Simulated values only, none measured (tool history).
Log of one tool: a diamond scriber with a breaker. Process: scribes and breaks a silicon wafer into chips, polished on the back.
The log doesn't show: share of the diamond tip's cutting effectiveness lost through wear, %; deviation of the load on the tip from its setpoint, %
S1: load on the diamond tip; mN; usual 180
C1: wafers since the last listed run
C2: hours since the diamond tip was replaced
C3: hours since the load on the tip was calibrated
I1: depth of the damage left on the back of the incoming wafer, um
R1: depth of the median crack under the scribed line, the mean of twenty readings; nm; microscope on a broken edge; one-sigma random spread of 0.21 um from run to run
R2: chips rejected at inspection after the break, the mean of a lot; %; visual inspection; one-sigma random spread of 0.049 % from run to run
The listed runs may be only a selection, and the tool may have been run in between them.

Run 1, day 0: usual settings but S1 168 mN; C1 0; C2 159; C3 1148.9; I1 0.03. Result: R1 8730 nm, R2 5.7 %.
Run 2, day 3.425: usual settings but S1 168 mN; C1 287; C2 241.2; C3 1231.1; I1 0.03. Result: R1 8730 nm, R2 6.49 %.
Run 3, day 6.079: usual settings; C1 222; C2 304.9; C3 1294.8; I1 0.02. Result: R1 9280 nm, R2 4.02 %.
Run 4, day 8.146: usual settings; C1 173; C2 354.5; C3 1344.4; I1 0.02. Result: R1 9330 nm, R2 4.23 %.
Run 5, day 11.808: usual settings; C1 307; C2 442.4; C3 1432.3; I1 0.01. Result: R1 8910 nm, R2 4.42 %.
Run 6, day 16.054: usual settings but S1 139 mN; C1 356; C2 544.3; C3 1534.2; I1 0.04. Result: R1 6620 nm, R2 26 %.
Run 7, day 19.204: usual settings but S1 139 mN; C1 264; C2 619.9; C3 1609.8; I1 0.04. Result: R1 6640 nm, R2 25.68 %.
Run 8, day 23.683: usual settings but S1 139 mN; C1 375; C2 727.4; C3 1717.3; I1 0.04. Result: R1 6460 nm, R2 31.63 %.
Run 9, day 26.258: usual settings; C1 215; C2 789.2; C3 1779.1; I1 0.05. Result: R1 8230 nm, R2 7.56 %.
Run 10, day 28.138: usual settings but S1 150 mN; C1 157; C2 834.3; C3 1824.2; I1 0.02. Result: R1 7010 nm, R2 23.07 %.
Run 11, day 29.983: usual settings but S1 232 mN; C1 154; C2 878.6; C3 1868.5; I1 0.04. Result: R1 11210 nm, R2 0.8 %.
At day 32.429: load on the tip recalibrated.
Run 12, day 33.662: usual settings but S1 157 mN; C1 301; C2 966.9; C3 29.6; I1 0.04. Result: R1 8900 nm, R2 3.7 %.
At day 33.788: diamond tip replaced by a new one.
Run 13, day 35.833: usual settings but S1 139 mN; C1 175; C2 49.1; C3 81.7; I1 0.04. Result: R1 7820 nm, R2 13.11 %.
Run 14, day 38.996: usual settings but S1 228 mN; C1 265; C2 125; C3 157.6; I1 0.03. Result: R1 12960 nm, R2 6 %.
Run 15, day 40.796: usual settings but S1 210 mN; C1 150; C2 168.2; C3 200.8; I1 0.05. Result: R1 12460 nm, R2 2.37 %.
Run 16, day 43.154: usual settings but S1 148 mN; C1 197; C2 224.8; C3 257.4; I1 0.01. Result: R1 8450 nm, R2 10.1 %.

For some of the steps in R1 from one run to the next: how much would appear even if the tool had no hidden state, given the settings, what came in and random variation, and how much remains for the hidden state plus any gauge scatter that the measured result and the result without hidden state don't share?
Run 11 -> 12: S1 232 -> 157, load on the tip recalibrated. R1 -2310 nm: hidden state +2770, all else -5080.
Run 13 -> 14: S1 139 -> 228. R1 +5140 nm: hidden state -200, all else +5340.
